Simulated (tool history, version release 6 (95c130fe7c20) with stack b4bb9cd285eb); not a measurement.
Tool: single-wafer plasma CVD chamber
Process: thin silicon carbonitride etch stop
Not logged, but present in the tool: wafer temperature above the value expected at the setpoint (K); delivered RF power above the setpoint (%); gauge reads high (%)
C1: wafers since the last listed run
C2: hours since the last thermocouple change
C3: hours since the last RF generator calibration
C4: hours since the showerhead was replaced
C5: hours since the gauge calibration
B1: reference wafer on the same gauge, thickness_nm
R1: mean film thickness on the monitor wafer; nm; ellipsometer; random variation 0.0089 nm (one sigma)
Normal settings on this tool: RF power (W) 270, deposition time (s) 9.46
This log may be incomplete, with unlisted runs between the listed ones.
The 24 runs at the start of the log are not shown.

{"run": 25, "hour": 1782.8, "RF power (W)": 305, "deposition time (s)": 8.06, "C1": 4648, "C2": 534.6, "C3": 569.2, "C4": 261.5, "C5": 3243.8, "B1": 5.92, "R1": 5.221}
{"hour": 1790.5, "done": "gauge calibrated"}
{"run": 26, "hour": 1884.1, "RF power (W)": 270, "deposition time (s)": 9.46, "C1": 4904, "C2": 635.9, "C3": 670.5, "C4": 362.8, "C5": 93.6, "B1": 5.919, "R1": 5.859}
{"run": 27, "hour": 1989.0, "RF power (W)": 230, "deposition time (s)": 9.46, "C1": 5079, "C2": 740.8, "C3": 775.4, "C4": 467.7, "C5": 198.5, "B1": 5.922, "R1": 5.493}
{"run": 28, "hour": 2088.0, "RF power (W)": 230, "deposition time (s)": 7.84, "C1": 4793, "C2": 839.8, "C3": 874.4, "C4": 566.7, "C5": 297.5, "B1": 5.919, "R1": 4.554}
{"run": 29, "hour": 2158.9, "RF power (W)": 270, "deposition time (s)": 9.46, "C1": 3432, "C2": 910.7, "C3": 945.3, "C4": 637.6, "C5": 368.4, "B1": 5.92, "R1": 5.845}
{"run": 30, "hour": 2264.9, "RF power (W)": 270, "deposition time (s)": 8.92, "C1": 5132, "C2": 1016.7, "C3": 1051.3, "C4": 743.6, "C5": 474.4, "B1": 5.92, "R1": 5.523}
{"run": 31, "hour": 2325.2, "RF power (W)": 220, "deposition time (s)": 8.43, "C1": 2919, "C2": 1077, "C3": 1111.6, "C4": 803.9, "C5": 534.7, "B1": 5.92, "R1": 4.819}
{"hour": 2387.4, "done": "thermocouple changed; heater temperature recalibrated"}
{"run": 32, "hour": 2388.6, "RF power (W)": 240, "deposition time (s)": 7.67, "C1": 2682, "C2": 1.2, "C3": 1175, "C4": 867.3, "C5": 598.1, "B1": 5.921, "R1": 4.518}
{"run": 33, "hour": 2427.2, "RF power (W)": 320, "deposition time (s)": 8.36, "C1": 1868, "C2": 39.8, "C3": 1213.6, "C4": 905.9, "C5": 636.7, "B1": 5.92, "R1": 5.503}
{"run": 34, "hour": 2521.1, "RF power (W)": 270, "deposition time (s)": 9.46, "C1": 4546, "C2": 133.7, "C3": 1307.5, "C4": 999.8, "C5": 730.6, "B1": 5.919, "R1": 5.856}

5 ways to go on from here, each from the tool as it stands after run 34. What would each give?
{"run": "A", "hour": 2521.5, "RF power (W)": 315, "deposition time (s)": 9.46, "C1": 19, "C2": 134.1, "C3": 1307.9, "C4": 1000.2, "C5": 731, "B1": "?", "R1": "?"}
{"run": "B", "hour": 2521.5, "RF power (W)": 225, "deposition time (s)": 9.46, "C1": 19, "C2": 134.1, "C3": 1307.9, "C4": 1000.2, "C5": 731, "B1": "?", "R1": "?"}
{"run": "C", "hour": 2521.5, "RF power (W)": 245, "deposition time (s)": 8.71, "C1": 19, "C2": 134.1, "C3": 1307.9, "C4": 1000.2, "C5": 731, "B1": "?", "R1": "?"}
{"run": "D", "hour": 2521.5, "RF power (W)": 300, "deposition time (s)": 9.46, "C1": 19, "C2": 134.1, "C3": 1307.9, "C4": 1000.2, "C5": 731, "B1": "?", "R1": "?"}
{"run": "E", "hour": 2521.5, "RF power (W)": 285, "deposition time (s)": 10.46, "C1": 19, "C2": 134.1, "C3": 1307.9, "C4": 1000.2, "C5": 731, "B1": "?", "R1": "?"}

run=A B1=5.92 R1=6.194
run=B B1=5.92 R1=5.444
run=C B1=5.92 R1=5.185
run=D B1=5.92 R1=6.083
run=E B1=5.92 R1=6.599
Had the tool no hidden state, the same runs would have come out as:
run=A R1=6.254
run=B R1=5.497
run=C R1=5.236
run=D R1=6.143
run=E R1=6.663
